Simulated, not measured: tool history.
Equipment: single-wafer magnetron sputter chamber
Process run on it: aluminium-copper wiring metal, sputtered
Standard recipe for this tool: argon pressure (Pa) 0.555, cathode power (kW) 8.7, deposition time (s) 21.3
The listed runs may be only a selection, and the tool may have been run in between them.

run	hour	argon pressure (Pa)	cathode power (kW)	deposition time (s)	read-back reference wafer on the same gauge, thickness_nm	mean film thickness on the monitor wafer (Å)
1	0	0.555	8.7	21.3	353.986	3106.84
# hour 8.8: sputter target and shields replaced
2	23.4	0.555	8.7	21.3	354.406	3311.65
3	57.2	0.555	8.7	21.3	353.516	3245.4
4	83.6	0.555	8.7	21.3	354.339	3231.54
5	104.9	0.555	8.7	21.3	354.289	3207.73
6	119.7	0.555	8.7	21.3	354.129	3205.41
7	134.1	0.555	8.7	21.3	354.65	3167.62
8	159.1	0.555	8.7	21.3	354.021	3148.28
9	190.5	0.555	8.7	21.3	353.968	3094.11
# hour 206.7: sputter target and shields replaced
10	223.2	0.555	8.7	21.3	354.7	3291.44
11	238.6	0.555	8.7	21.3	354.37	3280.59
# hour 261.2: gauge calibrated
12	262.5	0.555	8.7	23.9	353.856	3626.94
# hour 291.7: capacitance manometer re-zeroed and calibrated
13	294.1	0.555	8.7	21.3	354.09	3227.03
14	313.1	0.555	8.7	21.3	353.098	3176.76
15	325.8	0.555	8.7	23.5	352.773	3446.2
16	356.5	0.555	8.7	17.2	354.262	2529.58
17	382.3	0.555	8.7	21.3	353.856	3066.7
# hour 415: sputter target and shields replaced
18	415.5	0.555	8.7	21.3	353.631	3307.2
19	425.3	0.555	8.7	23.9	353.61	3691.66
# hour 445.9: magnet pack replaced
20	447.5	0.352	7.45	21.3	353.243	3069.99
21	472.1	0.64	7.75	19.6	354.784	2533.37
22	505.3	0.644	10.3	21.3	353.797	3600.78
23	528.7	0.555	9.7	17.4	354.189	2850.85
24	547.8	0.382	8.7	18.5	354.244	2937.5
# hour 622: sputter target and shields replaced
25	622.5	0.771	6.75	17.1	354.067	1873.81

State the hidden condition of the tool at each of the runs:
true argon pressure above the setpoint (%): 0 across all the runs
gauge reads high (%): 0 across all the runs
H1: deposition rate above that of a new target (%)
run	H1
1	-6.92
2	-0.94
3	-2.32
4	-3.39
5	-4.26
6	-4.87
7	-5.45
8	-6.47
9	-7.75
10	-1.09
11	-1.72
12	-2.69
13	-3.98
14	-4.76
15	-5.27
16	-6.53
17	-7.58
18	-1.5
19	-1.9
20	-2.8
21	-3.81
22	-5.16
23	-6.11
24	-6.89
25	-0.707

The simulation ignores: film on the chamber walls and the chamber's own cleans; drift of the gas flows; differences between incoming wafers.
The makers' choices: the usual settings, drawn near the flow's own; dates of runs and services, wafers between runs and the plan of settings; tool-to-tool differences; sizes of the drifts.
